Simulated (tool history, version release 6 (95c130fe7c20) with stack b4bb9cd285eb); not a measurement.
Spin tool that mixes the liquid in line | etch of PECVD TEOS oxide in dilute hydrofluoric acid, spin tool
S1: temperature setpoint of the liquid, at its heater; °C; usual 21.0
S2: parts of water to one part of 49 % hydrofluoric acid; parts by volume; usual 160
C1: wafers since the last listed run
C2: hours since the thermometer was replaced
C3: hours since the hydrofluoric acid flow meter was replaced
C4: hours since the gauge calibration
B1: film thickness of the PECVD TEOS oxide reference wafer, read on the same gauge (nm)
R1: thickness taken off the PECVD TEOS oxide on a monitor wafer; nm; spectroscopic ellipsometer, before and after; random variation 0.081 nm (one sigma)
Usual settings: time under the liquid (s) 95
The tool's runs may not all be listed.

run 1 day=0.000 | S1=21.0 S2=105 time_under_the_liquid_(s)=95 | C1=0 C2=1501.2 C3=2141.1 C4=1975.9 | B1=110.02 | R1=21.13
run 2 day=2.958 | S1=21.0 S2=160 time_under_the_liquid_(s)=95 | C1=520 C2=1572.2 C3=2212.1 C4=2046.9 | B1=110.01 | R1=13.19
-- day=8.650 hydrofluoric acid flow meter replaced
-- day=9.221 gauge calibrated
run 3 day=9.496 | S1=21.0 S2=160 time_under_the_liquid_(s)=95 | C1=1143 C2=1729.1 C3=20.3 C4=6.6 | B1=110.00 | R1=13.92
run 4 day=18.125 | S1=21.0 S2=160 time_under_the_liquid_(s)=95 | C1=1518 C2=1936.2 C3=227.4 C4=213.7 | B1=110.00 | R1=13.99
run 5 day=19.242 | S1=24.5 S2=160 time_under_the_liquid_(s)=95 | C1=196 C2=1963.0 C3=254.2 C4=240.5 | B1=110.01 | R1=16.00
run 6 day=20.438 | S1=24.5 S2=160 time_under_the_liquid_(s)=95 | C1=210 C2=1991.7 C3=282.9 C4=269.2 | B1=109.99 | R1=16.04
run 7 day=23.112 | S1=21.0 S2=160 time_under_the_liquid_(s)=95 | C1=470 C2=2055.9 C3=347.1 C4=333.4 | B1=110.01 | R1=14.05
run 8 day=24.583 | S1=21.0 S2=160 time_under_the_liquid_(s)=95 | C1=258 C2=2091.2 C3=382.4 C4=368.7 | B1=109.99 | R1=14.11
run 9 day=27.508 | S1=19.5 S2=205 time_under_the_liquid_(s)=140 | C1=514 C2=2161.4 C3=452.6 C4=438.9 | B1=110.02 | R1=14.88
run 10 day=30.271 | S1=21.0 S2=160 time_under_the_liquid_(s)=95 | C1=486 C2=2227.7 C3=518.9 C4=505.2 | B1=110.01 | R1=14.40
-- day=30.492 thermometer replaced
run 11 day=31.425 | S1=21.0 S2=195 time_under_the_liquid_(s)=125 | C1=195 C2=22.4 C3=546.6 C4=532.9 | B1=110.02 | R1=14.81
run 12 day=34.375 | S1=21.0 S2=160 time_under_the_liquid_(s)=95 | C1=519 C2=93.2 C3=617.4 C4=603.7 | B1=110.01 | R1=14.21
-- day=37.262 hydrofluoric acid flow meter replaced, repeated, since the last time left the tool worse
run 13 day=41.054 | S1=17.0 S2=160 time_under_the_liquid_(s)=95 | C1=1168 C2=253.5 C3=91.0 C4=764.0 | B1=109.96 | R1=10.29
run 14 day=43.746 | S1=21.0 S2=115 time_under_the_liquid_(s)=115 | C1=473 C2=318.1 C3=155.6 C4=828.6 | B1=109.99 | R1=21.50
run 15 day=45.750 | S1=21.0 S2=110 time_under_the_liquid_(s)=95 | C1=352 C2=366.2 C3=203.7 C4=876.7 | B1=109.96 | R1=18.62
run 16 day=48.421 | S1=23.0 S2=130 time_under_the_liquid_(s)=95 | C1=470 C2=430.3 C3=267.8 C4=940.8 | B1=110.02 | R1=16.90
run 17 day=49.854 | S1=25.5 S2=180 time_under_the_liquid_(s)=45 | C1=252 C2=464.7 C3=302.2 C4=975.2 | B1=110.01 | R1=5.96
run 18 day=52.017 | S1=21.0 S2=210 time_under_the_liquid_(s)=125 | C1=380 C2=516.6 C3=354.1 C4=1027.1 | B1=110.00 | R1=11.68
run 19 day=59.762 | S1=21.0 S2=160 time_under_the_liquid_(s)=95 | C1=1363 C2=702.5 C3=540.0 C4=1213.0 | B1=110.03 | R1=12.36
run 20 day=62.121 | S1=18.5 S2=95 time_under_the_liquid_(s)=55 | C1=415 C2=759.1 C3=596.6 C4=1269.6 | B1=109.99 | R1=11.66
run 21 day=69.858 | S1=21.0 S2=160 time_under_the_liquid_(s)=95 | C1=1361 C2=944.8 C3=782.3 C4=1455.3 | B1=109.98 | R1=12.53
run 22 day=72.196 | S1=22.5 S2=215 time_under_the_liquid_(s)=60 | C1=411 C2=1000.9 C3=838.4 C4=1511.4 | B1=109.99 | R1=5.92
run 23 day=74.754 | S1=21.0 S2=80 time_under_the_liquid_(s)=95 | C1=450 C2=1062.3 C3=899.8 C4=1572.8 | B1=109.99 | R1=27.82
run 24 day=76.938 | S1=21.0 S2=160 time_under_the_liquid_(s)=95 | C1=384 C2=1114.7 C3=952.2 C4=1625.2 | B1=110.00 | R1=12.50
run 25 day=79.221 | S1=19.0 S2=160 time_under_the_liquid_(s)=135 | C1=401 C2=1169.5 C3=1007.0 C4=1680.0 | B1=109.95 | R1=16.55
run 26 day=80.462 | S1=21.0 S2=115 time_under_the_liquid_(s)=115 | C1=218 C2=1199.3 C3=1036.8 C4=1709.8 | B1=109.97 | R1=22.37
run 27 day=86.529 | S1=17.5 S2=225 time_under_the_liquid_(s)=130 | C1=1067 C2=1344.9 C3=1182.4 C4=1855.4 | B1=109.97 | R1=10.14
run 28 day=89.142 | S1=22.5 S2=125 time_under_the_liquid_(s)=65 | C1=459 C2=1407.6 C3=1245.1 C4=1918.1 | B1=110.04 | R1=12.26
run 29 day=91.071 | S1=17.0 S2=160 time_under_the_liquid_(s)=145 | C1=339 C2=1453.9 C3=1291.4 C4=1964.4 | B1=110.02 | R1=16.46
run 30 day=93.533 | S1=25.5 S2=100 time_under_the_liquid_(s)=125 | C1=433 C2=1513.0 C3=1350.5 C4=2023.5 | B1=110.03 | R1=34.06
run 31 day=95.046 | S1=17.0 S2=160 time_under_the_liquid_(s)=145 | C1=266 C2=1549.3 C3=1386.8 C4=2059.8 | B1=109.96 | R1=16.69
run 32 day=97.500 | S1=18.5 S2=200 time_under_the_liquid_(s)=115 | C1=431 C2=1608.2 C3=1445.7 C4=2118.7 | B1=109.96 | R1=10.81

The same runs without the tool's hidden state, with the same run-to-run variation:
The hidden state here: liquid hotter than its thermometer reads (K); hydrofluoric acid flow above the setpoint (%); gauge reads high (%).
run=1 R1=19.39
run=2 R1=12.02
run=3 R1=12.05
run=4 R1=12.01
run=5 R1=13.71
run=6 R1=13.73
run=7 R1=12.02
run=8 R1=12.06
run=9 R1=12.63
run=10 R1=12.24
run=11 R1=12.54
run=12 R1=12.04
run=13 R1=10.21
run=14 R1=21.28
run=15 R1=18.39
run=16 R1=16.65
run=17 R1=5.86
run=18 R1=11.46
run=19 R1=12.04
run=20 R1=11.35
run=21 R1=12.09
run=22 R1=5.69
run=23 R1=26.78
run=24 R1=11.98
run=25 R1=15.83
run=26 R1=21.40
run=27 R1=9.62
run=28 R1=11.63
run=29 R1=15.57
run=30 R1=32.20
run=31 R1=15.74
run=32 R1=10.15
